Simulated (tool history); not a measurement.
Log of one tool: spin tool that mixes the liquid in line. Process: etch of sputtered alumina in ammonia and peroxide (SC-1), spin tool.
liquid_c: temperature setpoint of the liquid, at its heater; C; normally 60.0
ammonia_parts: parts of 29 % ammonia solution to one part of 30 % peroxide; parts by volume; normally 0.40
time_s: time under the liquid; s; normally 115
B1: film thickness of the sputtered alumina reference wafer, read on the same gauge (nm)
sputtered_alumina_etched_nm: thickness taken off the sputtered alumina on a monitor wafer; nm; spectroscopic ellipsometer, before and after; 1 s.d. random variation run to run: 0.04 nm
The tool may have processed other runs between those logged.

Run 1, hour 0.0: usual settings but ammonia_parts 0.45 parts by volume; B1 100.03. Result: sputtered_alumina_etched_nm 9.58 nm.
Run 2, hour 37.9: usual settings but ammonia_parts 0.45 parts by volume; B1 99.98. Result: sputtered_alumina_etched_nm 9.60 nm.
Run 3, hour 47.2: usual settings; B1 100.01. Result: sputtered_alumina_etched_nm 9.44 nm.
Run 4, hour 55.2: usual settings; B1 100.00. Result: sputtered_alumina_etched_nm 9.50 nm.
Run 5, hour 71.7: usual settings; B1 100.01. Result: sputtered_alumina_etched_nm 9.45 nm.
Run 6, hour 89.3: usual settings but ammonia_parts 0.55 parts by volume; B1 100.02. Result: sputtered_alumina_etched_nm 9.82 nm.
Run 7, hour 104.9: usual settings but ammonia_parts 0.55 parts by volume; B1 100.01. Result: sputtered_alumina_etched_nm 9.73 nm.
Run 8, hour 111.4: usual settings but ammonia_parts 0.30 parts by volume; B1 100.02. Result: sputtered_alumina_etched_nm 9.14 nm.
At hour 113.8: thermometer replaced.
At hour 118.5: ammonia flow meter replaced.
Run 9, hour 124.7: usual settings; B1 99.99. Result: sputtered_alumina_etched_nm 10.95 nm.
At hour 129.3: gauge calibrated.
Run 10, hour 135.3: usual settings but liquid_c 64.0 C, ammonia_parts 0.30 parts by volume; B1 100.01. Result: sputtered_alumina_etched_nm 13.00 nm.
Run 11, hour 141.7: usual settings but time_s 60 s; B1 100.01. Result: sputtered_alumina_etched_nm 5.69 nm.
At hour 154.1: new drum of ammonia solution connected.
Run 12, hour 156.1: usual settings; B1 99.99. Result: sputtered_alumina_etched_nm 10.82 nm.
At hour 169.8: heated supply line repaired.
Run 13, hour 203.9: usual settings; B1 100.02. Result: sputtered_alumina_etched_nm 10.87 nm.
Run 14, hour 221.1: usual settings but liquid_c 56.5 C, ammonia_parts 0.45 parts by volume, time_s 65 s; B1 100.00. Result: sputtered_alumina_etched_nm 5.18 nm.
Run 15, hour 238.5: usual settings but liquid_c 69.0 C, ammonia_parts 0.45 parts by volume, time_s 90 s; B1 100.00. Result: sputtered_alumina_etched_nm 13.52 nm.
Run 16, hour 249.7: usual settings but ammonia_parts 0.20 parts by volume, time_s 55 s; B1 100.00. Result: sputtered_alumina_etched_nm 4.88 nm.
Run 17, hour 255.9: usual settings but liquid_c 62.5 C, ammonia_parts 0.35 parts by volume; B1 99.98. Result: sputtered_alumina_etched_nm 12.09 nm.

4 ways to go on from here, each from the tool as it stands after run 17. What would each give?
Run A, hour 256.3: usual settings but ammonia_parts 0.20 parts by volume; B1 ?. Result: sputtered_alumina_etched_nm ?.
Run B, hour 256.3: usual settings but liquid_c 67.0 C, ammonia_parts 0.55 parts by volume, time_s 85 s; B1 ?. Result: sputtered_alumina_etched_nm ?.
Run C, hour 256.3: usual settings but liquid_c 53.5 C, ammonia_parts 0.50 parts by volume, time_s 150 s; B1 ?. Result: sputtered_alumina_etched_nm ?.
Run D, hour 256.3: usual settings but liquid_c 52.0 C, ammonia_parts 0.20 parts by volume, time_s 150 s; B1 ?. Result: sputtered_alumina_etched_nm ?.

run      B1  sputtered_alumina_etched_nm
  A  100.00                        10.10
  B  100.00                        11.68
  C  100.00                        10.21
  D  100.00                         8.63
The same runs, with their run-to-run variation unchanged, on a tool lacking any hidden condition would have given:
run  sputtered_alumina_etched_nm
  A                        10.23
  B                        11.83
  C                        10.35
  D                         8.75

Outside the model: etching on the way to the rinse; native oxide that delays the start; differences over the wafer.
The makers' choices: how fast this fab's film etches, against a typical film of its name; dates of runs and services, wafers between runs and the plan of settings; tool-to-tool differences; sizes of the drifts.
